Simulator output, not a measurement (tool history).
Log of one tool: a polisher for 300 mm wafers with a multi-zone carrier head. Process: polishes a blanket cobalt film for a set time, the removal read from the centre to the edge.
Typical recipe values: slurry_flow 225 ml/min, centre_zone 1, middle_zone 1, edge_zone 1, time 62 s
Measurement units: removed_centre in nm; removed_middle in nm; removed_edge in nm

| run | hour | slurry_flow | centre_zone | middle_zone | edge_zone | time | wafers since the last listed run | wafers polished on this pad | hours since the slurry nozzle was cleaned | hours since the centre zone pressure was calibrated | hours since the edge zone pressure was calibrated | hours since the carrier head's membrane was replaced | incoming thickness of the incoming film, nm | removed_centre | removed_middle | removed_edge |
|---|---|---|---|---|---|---|---|---|---|---|---|---|---|---|---|---|
| 1 | 0 | 260 | 1 | 1 | 1 | 62 | 0 | 250 | 494.7 | 501.2 | 375.5 | 1493.7 | 1425.5 | 424.1 | 421.5 | 427.8 |
|  | 13.9 | slurry nozzle cleaned |
| 2 | 71.7 | 225 | 1 | 1 | 1 | 62 | 743 | 993 | 57.8 | 572.9 | 447.2 | 1565.4 | 1404.8 | 426.5 | 437.2 | 442.1 |
|  | 115.8 | edge zone pressure recalibrated |
| 3 | 127.2 | 225 | 1 | 1 | 1 | 62 | 562 | 1556 | 113.3 | 628.4 | 11.4 | 1620.9 | 1401.8 | 445.8 | 426.5 | 439 |
| 4 | 170.6 | 225 | 1 | 1 | 1 | 62 | 456 | 2012 | 156.7 | 671.8 | 54.8 | 1664.3 | 1390 | 438 | 422.8 | 438.6 |
|  | 175.2 | worn pad replaced by a new one |
| 5 | 221.1 | 225 | 1 | 1 | 1 | 62 | 489 | 482 | 207.2 | 722.3 | 105.3 | 1714.8 | 1386.1 | 436.7 | 422.1 | 432.1 |
| 6 | 251.2 | 225 | 1 | 1 | 1 | 62 | 316 | 799 | 237.3 | 752.4 | 135.4 | 1744.9 | 1391.6 | 425.4 | 420.5 | 435.4 |
| 7 | 319.7 | 225 | 1.06 | 1 | 1 | 62 | 720 | 1519 | 305.8 | 820.9 | 203.9 | 1813.4 | 1409 | 454.5 | 425.8 | 430.7 |
|  | 359.7 | worn pad replaced by a new one |
| 8 | 361.3 | 225 | 1.06 | 1 | 1 | 62 | 395 | 16 | 347.4 | 862.5 | 245.5 | 1855 | 1394.8 | 456.1 | 406.3 | 429.8 |
| 9 | 394.6 | 225 | 1 | 1 | 1.04 | 62 | 350 | 366 | 380.7 | 895.8 | 278.8 | 1888.3 | 1389.8 | 426.8 | 405.2 | 433.6 |
| 10 | 438.1 | 225 | 1 | 1 | 1.04 | 62 | 457 | 824 | 424.2 | 939.3 | 322.3 | 1931.8 | 1396.7 | 418.1 | 399.2 | 428.7 |
| 11 | 480.6 | 225 | 1.07 | 1.11 | 1 | 81 | 446 | 1271 | 466.7 | 981.8 | 364.8 | 1974.3 | 1401.8 | 576.2 | 571.3 | 546.3 |
|  | 495.8 | centre zone pressure recalibrated |
|  | 512.4 | edge zone pressure recalibrated |
| 12 | 517.4 | 155 | 1.11 | 1 | 1 | 62 | 344 | 1616 | 503.5 | 21.6 | 5 | 2011.1 | 1389.6 | 407.2 | 365.9 | 394.8 |
|  | 532.6 | slurry nozzle cleaned |
| 13 | 546.9 | 225 | 1 | 1 | 0.91 | 41 | 299 | 1916 | 14.3 | 51.1 | 34.5 | 2040.6 | 1393.7 | 294 | 281.4 | 283.2 |
|  | 563 | worn pad replaced by a new one |
|  | 672.2 | carrier head's membrane replaced by a new one |
| 14 | 714.2 | 225 | 1 | 1 | 1 | 62 | 1664 | 1537 | 181.6 | 218.4 | 201.8 | 42 | 1400.4 | 420 | 410.9 | 440.6 |
| 15 | 743.6 | 255 | 1 | 1 | 1 | 80 | 309 | 1846 | 211 | 247.8 | 231.2 | 71.4 | 1376.5 | 553.6 | 550.6 | 566.2 |
|  | 759.8 | worn pad replaced by a new one |
| 16 | 780.6 | 225 | 1 | 1 | 1 | 62 | 347 | 218 | 248 | 284.8 | 268.2 | 108.4 | 1388.4 | 421.8 | 426.3 | 431.6 |
| 17 | 812.3 | 225 | 1 | 1 | 0.88 | 62 | 333 | 551 | 279.7 | 316.5 | 299.9 | 140.1 | 1393 | 419.6 | 415.5 | 405.7 |
| 18 | 856.8 | 225 | 1.11 | 0.96 | 0.94 | 62 | 467 | 1019 | 324.2 | 361 | 344.4 | 184.6 | 1426.3 | 455.8 | 407 | 414.2 |
| 19 | 901.1 | 225 | 1.07 | 1.11 | 1 | 81 | 465 | 1485 | 368.5 | 405.3 | 388.7 | 228.9 | 1421.4 | 581.1 | 567.2 | 557.2 |
| 20 | 933.3 | 205 | 1 | 1 | 1 | 62 | 338 | 1824 | 400.7 | 437.5 | 420.9 | 261.1 | 1389 | 413.3 | 405.9 | 418 |
|  | 939.4 | worn pad replaced by a new one |
| 21 | 958.9 | 300 | 1 | 1 | 1 | 62 | 227 | 205 | 426.3 | 463.1 | 446.5 | 286.7 | 1398.2 | 436.5 | 425.8 | 439 |

3 options for the next run, each taken on its own from the tool as it stands now. Forecast them:
| A | 959.3 | 225 | 1 | 1 | 1 | 62 | 4 | 209 | 426.7 | 463.5 | 446.9 | 287.1 | 1412.3 | ? | ? | ? |
| B | 959.3 | 225 | 1 | 0.94 | 1 | 62 | 4 | 209 | 426.7 | 463.5 | 446.9 | 287.1 | 1412.3 | ? | ? | ? |
| C | 959.3 | 225 | 1.1 | 0.94 | 1.08 | 62 | 4 | 209 | 426.7 | 463.5 | 446.9 | 287.1 | 1412.3 | ? | ? | ? |

| run | removed_centre | removed_middle | removed_edge |
|---|---|---|---|
| A | 411.8 | 417.5 | 421.3 |
| B | 411.7 | 402.5 | 421.5 |
| C | 453.2 | 402.2 | 437.8 |
Take away the tool's hidden state, keep each run's random variation, and the runs would have read:
| run | removed_centre | removed_middle | removed_edge |
|---|---|---|---|
| A | 441.7 | 444.4 | 441 |
| B | 441.6 | 428.4 | 441.2 |
| C | 486.1 | 428.1 | 458.3 |
